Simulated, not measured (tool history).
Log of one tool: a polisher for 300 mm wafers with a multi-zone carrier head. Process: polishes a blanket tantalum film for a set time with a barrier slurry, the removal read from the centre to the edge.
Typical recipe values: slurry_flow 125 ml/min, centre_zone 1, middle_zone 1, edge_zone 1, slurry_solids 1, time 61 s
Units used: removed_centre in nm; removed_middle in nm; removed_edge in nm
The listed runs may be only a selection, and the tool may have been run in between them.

run	hour	slurry_flow	centre_zone	middle_zone	edge_zone	slurry_solids	time	wafers since the last listed run	wafers polished on this pad	hours since the slurry nozzle was cleaned	hours since the centre zone pressure was calibrated	hours since the edge zone pressure was calibrated	hours since the carrier head's membrane was replaced	incoming thickness of the incoming film, nm	removed_centre	removed_middle	removed_edge
1	0	125	1	1	1	1	48	0	187	246.4	1021	804.7	341.9	343.2	59.9	54.8	56.5
# hour 11.6: edge zone pressure recalibrated
2	59.2	125	1	1	1	1	48	733	921	305.6	1080.2	47.6	401.1	337.5	59.1	55.2	55.9
3	124.7	125	1	1	1	1	48	840	1761	371.1	1145.7	113.1	466.6	338.9	59	54.6	56.1
# hour 210.8: worn pad replaced by a new one
4	222.3	125	1	1	1	1	61	1200	147	468.7	1243.3	210.7	564.2	334.5	74.5	70.7	71.6
5	302.7	125	1	1	1	1	61	1031	1178	549.1	1323.7	291.1	644.6	340.8	75.5	70.8	70.2
# hour 406.4: worn pad replaced by a new one
6	406.9	125	1	1	1	1	61	1285	6	653.3	1427.9	395.3	748.8	341.3	76.2	70.7	71.9
7	467.1	125	1	1	1	1	61	772	778	713.5	1488.1	455.5	809	337.1	74.8	69.2	71.7
8	514.4	125	1	1	1	1	61	606	1385	760.8	1535.4	502.8	856.3	340.7	76.4	69.1	70.1
# hour 518.7: centre zone pressure recalibrated
# hour 531.2: carrier head's membrane replaced by a new one
# hour 566: slurry nozzle cleaned
9	600.4	125	1	1	1	1	61	1000	2385	34.4	81.7	588.8	69.2	332.7	68.8	68.8	71.7
# hour 611.3: worn pad replaced by a new one
10	645.6	125	1	1	1	1.2	61	528	440	79.6	126.9	634	114.4	338.7	70.9	72.8	73.7
11	726.9	125	0.93	1	1	1	61	1042	1482	160.9	208.2	715.3	195.7	342	64.5	69.5	69.9
# hour 774.7: edge zone pressure recalibrated
# hour 834.8: worn pad replaced by a new one
12	872.1	125	1	1	0.95	1	75	1785	477	306.1	353.4	97.4	340.9	340.9	85.3	85.6	83.3
13	913.2	125	1.11	0.96	1	1	53	527	1005	347.2	394.5	138.5	382	335.3	66.4	59.2	60.3
14	955.8	125	1	0.91	1	1	61	546	1551	389.8	437.1	181.1	424.6	338	69.6	64.6	71.5
15	1002.4	125	0.91	1.09	0.9	1	61	597	2149	436.4	483.7	227.7	471.2	341.4	63.7	75.4	67.8
16	1040.8	125	1	0.95	0.88	1	67	492	2641	474.8	522.1	266.1	509.6	338.3	77.9	75.2	73.9

Some steps in removed_centre between neighbouring runs. How much of each would the tool show without its hidden state too (settings, what came in, random variation), and how much is left for the hidden state, with any gauge scatter that isn't in both results?
What the log doesn't record here: removal rate lost through wear of the pad, %; slurry flow missing at the pad, %; deviation of the centre zone's pressure from its setpoint, %; deviation of the edge zone's pressure from its setpoint, %.
Run 8 -> 9: centre zone pressure recalibrated, carrier head's membrane replaced by a new one, slurry nozzle cleaned. removed_centre -7.6 nm: hidden state -7.5, all else -0.1.
Run 11 -> 12: centre_zone 0.93 -> 1, edge_zone 1 -> 0.95, time 61 -> 75, edge zone pressure recalibrated, worn pad replaced by a new one. removed_centre +20.8 nm: hidden state +0.6, all else +20.2.
